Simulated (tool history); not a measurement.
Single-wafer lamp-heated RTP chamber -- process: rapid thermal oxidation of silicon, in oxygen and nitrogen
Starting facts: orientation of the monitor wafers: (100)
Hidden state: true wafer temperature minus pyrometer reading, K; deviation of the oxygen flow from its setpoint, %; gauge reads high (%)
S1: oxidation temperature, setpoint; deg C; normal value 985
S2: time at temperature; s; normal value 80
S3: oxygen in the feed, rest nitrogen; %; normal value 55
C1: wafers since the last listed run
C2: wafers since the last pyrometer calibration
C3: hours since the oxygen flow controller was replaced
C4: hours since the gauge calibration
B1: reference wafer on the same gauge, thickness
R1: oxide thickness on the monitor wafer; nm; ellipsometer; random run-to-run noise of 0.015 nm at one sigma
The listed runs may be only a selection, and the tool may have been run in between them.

run 1 hour=0 | S1=985 S2=80 S3=47 | C1=0 C2=2267 C3=4401.5 C4=164.6 | B1=5.118 | R1=5.547
-- hour=2.5 gauge calibrated
run 2 hour=11.8 | S1=985 S2=80 S3=47 | C1=115 C2=2382 C3=4413.3 C4=9.3 | B1=5.115 | R1=5.51
run 3 hour=27.6 | S1=985 S2=80 S3=47 | C1=155 C2=2538 C3=4429.1 C4=25.1 | B1=5.115 | R1=5.585
run 4 hour=37.8 | S1=985 S2=80 S3=55 | C1=100 C2=2638 C3=4439.3 C4=35.3 | B1=5.12 | R1=5.85
run 5 hour=53 | S1=985 S2=80 S3=55 | C1=149 C2=2787 C3=4454.5 C4=50.5 | B1=5.118 | R1=5.882
run 6 hour=65.9 | S1=985 S2=80 S3=55 | C1=126 C2=2913 C3=4467.4 C4=63.4 | B1=5.121 | R1=5.925
run 7 hour=79.2 | S1=985 S2=80 S3=55 | C1=130 C2=3044 C3=4480.7 C4=76.7 | B1=5.126 | R1=5.903
-- hour=104.2 oxygen flow controller replaced
run 8 hour=118.1 | S1=985 S2=80 S3=55 | C1=303 C2=3347 C3=13.9 C4=115.6 | B1=5.118 | R1=5.977
-- hour=126.7 pyrometer window cleaned and pyrometer calibrated
run 9 hour=134.7 | S1=985 S2=80 S3=55 | C1=84 C2=78 C3=30.5 C4=132.2 | B1=5.116 | R1=6.216
run 10 hour=143.9 | S1=1014 S2=44 S3=45 | C1=90 C2=168 C3=39.7 C4=141.4 | B1=5.12 | R1=5.473
run 11 hour=152.5 | S1=1014 S2=44 S3=45 | C1=84 C2=252 C3=48.3 C4=150 | B1=5.12 | R1=5.545
run 12 hour=161.9 | S1=985 S2=80 S3=25 | C1=92 C2=345 C3=57.7 C4=159.4 | B1=5.119 | R1=4.825
-- hour=163.9 gauge calibrated
-- hour=182 pyrometer window cleaned and pyrometer calibrated, repeated, since the last time left the tool worse
run 13 hour=182.5 | S1=985 S2=66 S3=43 | C1=123 C2=4 C3=78.3 C4=18.6 | B1=5.12 | R1=4.872
run 14 hour=187.3 | S1=985 S2=80 S3=55 | C1=47 C2=51 C3=83.1 C4=23.4 | B1=5.123 | R1=5.705
run 15 hour=197.5 | S1=994 S2=80 S3=55 | C1=100 C2=151 C3=93.3 C4=33.6 | B1=5.125 | R1=6.131
run 16 hour=206.2 | S1=985 S2=80 S3=64 | C1=85 C2=237 C3=102 C4=42.3 | B1=5.121 | R1=6.02
run 17 hour=220.2 | S1=985 S2=113 S3=63 | C1=137 C2=374 C3=116 C4=56.3 | B1=5.122 | R1=6.948
run 18 hour=237.9 | S1=960 S2=51 S3=65 | C1=173 C2=548 C3=133.7 C4=74 | B1=5.123 | R1=4.225

Below are 4 alternative next runs, each starting from the tool's condition after run 18. Predict each:
run A hour=238.4 | S1=985 S2=80 S3=40 | C1=4 C2=553 C3=134.2 C4=74.5 | B1=? | R1=?
run B hour=238.4 | S1=966 S2=90 S3=42 | C1=4 C2=553 C3=134.2 C4=74.5 | B1=? | R1=?
run C hour=238.4 | S1=965 S2=108 S3=32 | C1=4 C2=553 C3=134.2 C4=74.5 | B1=? | R1=?
run D hour=238.4 | S1=985 S2=95 S3=29 | C1=4 C2=553 C3=134.2 C4=74.5 | B1=? | R1=?

run=A B1=5.115 R1=5.151
run=B B1=5.115 R1=4.822
run=C B1=5.115 R1=4.747
run=D B1=5.115 R1=4.997
With no hidden state in the tool, these same runs would have given:
run=A R1=5.102
run=B R1=4.777
run=C R1=4.704
run=D R1=4.951
